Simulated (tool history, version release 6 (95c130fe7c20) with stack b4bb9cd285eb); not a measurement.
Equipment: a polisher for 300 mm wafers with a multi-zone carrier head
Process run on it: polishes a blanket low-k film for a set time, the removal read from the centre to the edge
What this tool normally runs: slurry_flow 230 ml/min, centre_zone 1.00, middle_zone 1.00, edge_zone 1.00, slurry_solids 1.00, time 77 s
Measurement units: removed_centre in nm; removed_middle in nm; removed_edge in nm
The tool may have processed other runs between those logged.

run	hour	slurry_flow	centre_zone	middle_zone	edge_zone	slurry_solids	time	wafers since the last listed run	wafers polished on this pad	hours since the slurry nozzle was cleaned	hours since the centre zone pressure was calibrated	hours since the edge zone pressure was calibrated	hours since the carrier head's membrane was replaced	incoming thickness of the incoming film, nm	removed_centre	removed_middle	removed_edge
1	0.0	230	1.00	0.91	1.00	1.00	77	0	791	385.0	147.8	342.2	61.1	558.4	36.5	32.3	34.8
2	43.0	300	1.00	1.00	1.00	1.00	77	360	1151	428.0	190.8	385.2	104.1	562.5	37.8	35.2	34.8
3	84.1	175	1.00	1.00	1.00	1.00	77	344	1496	469.1	231.9	426.3	145.2	553.7	35.8	33.9	34.1
4	139.6	230	1.00	0.93	0.93	1.00	77	465	1961	524.6	287.4	481.8	200.7	553.4	37.3	32.8	33.4
5	286.0	210	1.00	0.94	1.00	1.00	77	1227	3189	671.0	433.8	628.2	347.1	561.7	38.9	33.1	34.1
# hour 330.9: centre zone pressure recalibrated
6	344.8	230	1.00	1.00	1.04	1.00	100	476	3666	729.8	13.9	687.0	405.9	555.4	44.3	44.9	45.7
# hour 354.7: slurry nozzle cleaned
# hour 367.2: worn pad replaced by a new one
7	463.1	230	1.00	1.00	1.00	1.00	77	950	804	108.4	132.2	805.3	524.2	553.6	35.5	34.5	34.4
8	528.1	230	1.07	1.00	0.96	1.00	77	545	1349	173.4	197.2	870.3	589.2	568.0	38.2	34.7	34.0
# hour 548.9: edge zone pressure recalibrated
9	553.8	295	1.00	1.00	0.92	1.00	77	198	1548	199.1	222.9	4.9	614.9	563.5	37.0	35.7	34.2
# hour 582.4: carrier head's membrane replaced by a new one
10	599.8	195	1.00	1.00	1.12	1.00	77	343	1892	245.1	268.9	50.9	17.4	562.5	36.4	33.5	36.0
11	648.0	175	1.10	1.00	1.00	0.75	77	404	2296	293.3	317.1	99.1	65.6	560.6	35.6	29.7	30.1
12	674.2	230	1.00	1.06	1.00	1.00	77	219	2516	319.5	343.3	125.3	91.8	559.0	36.9	35.8	34.5
13	699.2	230	0.96	1.00	1.00	0.80	77	209	2726	344.5	368.3	150.3	116.8	554.7	33.7	31.4	31.8
14	724.0	310	1.00	0.91	1.00	1.00	77	208	2934	369.3	393.1	175.1	141.6	555.4	38.5	32.7	35.5
# hour 784.6: worn pad replaced by a new one
15	785.1	230	0.94	1.08	1.10	1.15	77	478	4	430.4	454.2	236.2	202.7	560.1	37.6	38.8	38.0
16	813.5	230	1.00	1.00	1.00	1.00	77	238	242	458.8	482.6	264.6	231.1	567.5	38.2	34.5	35.1
# hour 836.8: centre zone pressure recalibrated
17	869.8	230	1.00	1.00	1.00	1.00	77	455	698	515.1	33.0	320.9	287.4	567.0	35.7	35.0	33.9
18	904.1	230	1.00	1.04	1.00	1.00	57	287	985	549.4	67.3	355.2	321.7	553.8	26.3	26.3	25.3
19	962.4	230	0.96	1.10	0.89	1.00	77	489	1474	607.7	125.6	413.5	380.0	555.9	34.6	37.7	33.1
20	1004.8	250	1.00	1.07	1.00	1.00	77	355	1830	650.1	168.0	455.9	422.4	569.6	37.0	36.6	34.7
21	1036.4	230	1.00	1.00	1.00	1.00	77	265	2095	681.7	199.6	487.5	454.0	559.5	36.3	35.0	34.5
22	1085.6	230	1.00	1.00	1.00	1.00	77	412	2508	730.9	248.8	536.7	503.2	554.1	37.4	34.1	34.7
23	1133.7	230	1.00	1.05	1.00	1.00	77	403	2911	779.0	296.9	584.8	551.3	556.9	37.6	35.7	34.7

Below are 3 alternative next runs, each starting from the tool's condition after run 23. Predict each:
A	1134.2	230	1.00	1.00	1.00	1.00	77	4	2915	779.5	297.4	585.3	551.8	556.9	?	?	?
B	1134.2	230	0.97	1.00	1.05	0.90	77	4	2915	779.5	297.4	585.3	551.8	556.9	?	?	?
C	1134.2	230	1.00	1.06	1.00	1.00	53	4	2915	779.5	297.4	585.3	551.8	556.9	?	?	?

run	removed_centre	removed_middle	removed_edge
A	37.9	34.9	34.6
B	35.3	33.5	34.0
C	26.1	25.1	23.8
With the hidden condition removed and each run's random variation left untouched, the same runs would have given:
run	removed_centre	removed_middle	removed_edge
A	35.3	34.9	34.6
B	32.9	33.5	34.0
C	24.3	25.1	23.8
